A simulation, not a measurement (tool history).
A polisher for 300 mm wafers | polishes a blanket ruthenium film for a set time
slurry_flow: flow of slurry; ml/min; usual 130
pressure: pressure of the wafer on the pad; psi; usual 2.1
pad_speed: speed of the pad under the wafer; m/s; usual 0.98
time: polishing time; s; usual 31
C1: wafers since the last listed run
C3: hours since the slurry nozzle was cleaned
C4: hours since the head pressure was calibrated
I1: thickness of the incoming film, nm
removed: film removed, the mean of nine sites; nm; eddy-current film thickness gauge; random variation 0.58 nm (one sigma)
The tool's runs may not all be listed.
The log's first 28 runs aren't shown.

Run 29, hour 2097.4: usual settings; C1 663; wafers polished on this pad 6660; C3 267.6; C4 232.4; I1 304.1. Result: removed 40.0 nm.
Run 30, hour 2155.0: usual settings but slurry_flow 150 ml/min, pressure 2.4 psi; C1 967; wafers polished on this pad 7627; C3 325.2; C4 290.0; I1 303.4. Result: removed 44.2 nm.
Run 31, hour 2241.8: usual settings but slurry_flow 145 ml/min, pressure 2.6 psi, pad_speed 1.12 m/s, time 24 s; C1 1457; wafers polished on this pad 9084; C3 412.0; C4 376.8; I1 299.0. Result: removed 39.9 nm.
At hour 2302.0: worn pad replaced by a new one.
Run 32, hour 2303.3: usual settings; C1 965; wafers polished on this pad 22; C3 473.5; C4 438.3; I1 301.5. Result: removed 39.0 nm.
Run 33, hour 2376.5: usual settings but pressure 1.7 psi, pad_speed 0.68 m/s; C1 1228; wafers polished on this pad 1251; C3 546.7; C4 511.5; I1 303.5. Result: removed 23.6 nm.
Run 34, hour 2470.3: usual settings; C1 1574; wafers polished on this pad 2826; C3 640.5; C4 605.3; I1 300.7. Result: removed 37.6 nm.
Run 35, hour 2547.8: usual settings but pad_speed 0.72 m/s; C1 1301; wafers polished on this pad 4127; C3 718.0; C4 682.8; I1 300.7. Result: removed 26.9 nm.
At hour 2573.1: slurry nozzle cleaned.
Run 36, hour 2643.8: usual settings but pad_speed 1.12 m/s, time 36 s; C1 1594; wafers polished on this pad 5722; C3 70.7; C4 778.8; I1 295.7. Result: removed 52.7 nm.
Run 37, hour 2724.9: usual settings but pad_speed 0.74 m/s; C1 1361; wafers polished on this pad 7083; C3 151.8; C4 859.9; I1 299.6. Result: removed 30.2 nm.
Run 38, hour 2827.0: usual settings but slurry_flow 165 ml/min, pressure 2.6 psi; C1 1714; wafers polished on this pad 8797; C3 253.9; C4 962.0; I1 298.8. Result: removed 46.3 nm.

Forecast each of these 3 alternatives for the next run:
Run A, hour 2827.4: usual settings but pad_speed 1.14 m/s; C1 6; wafers polished on this pad 8804; C3 254.3; C4 962.4; I1 299.4. Result: removed ?.
Run B, hour 2827.4: usual settings but time 38 s; C1 6; wafers polished on this pad 8804; C3 254.3; C4 962.4; I1 299.4. Result: removed ?.
Run C, hour 2827.4: usual settings but slurry_flow 145 ml/min, pressure 1.8 psi, pad_speed 0.84 m/s, time 34 s; C1 6; wafers polished on this pad 8804; C3 254.3; C4 962.4; I1 299.4. Result: removed ?.

run  removed
  A     46.3
  B     48.8
  C     34.8
Without the tool's hidden state the same runs would have given:
run  removed
  A     47.5
  B     50.1
  C     35.7
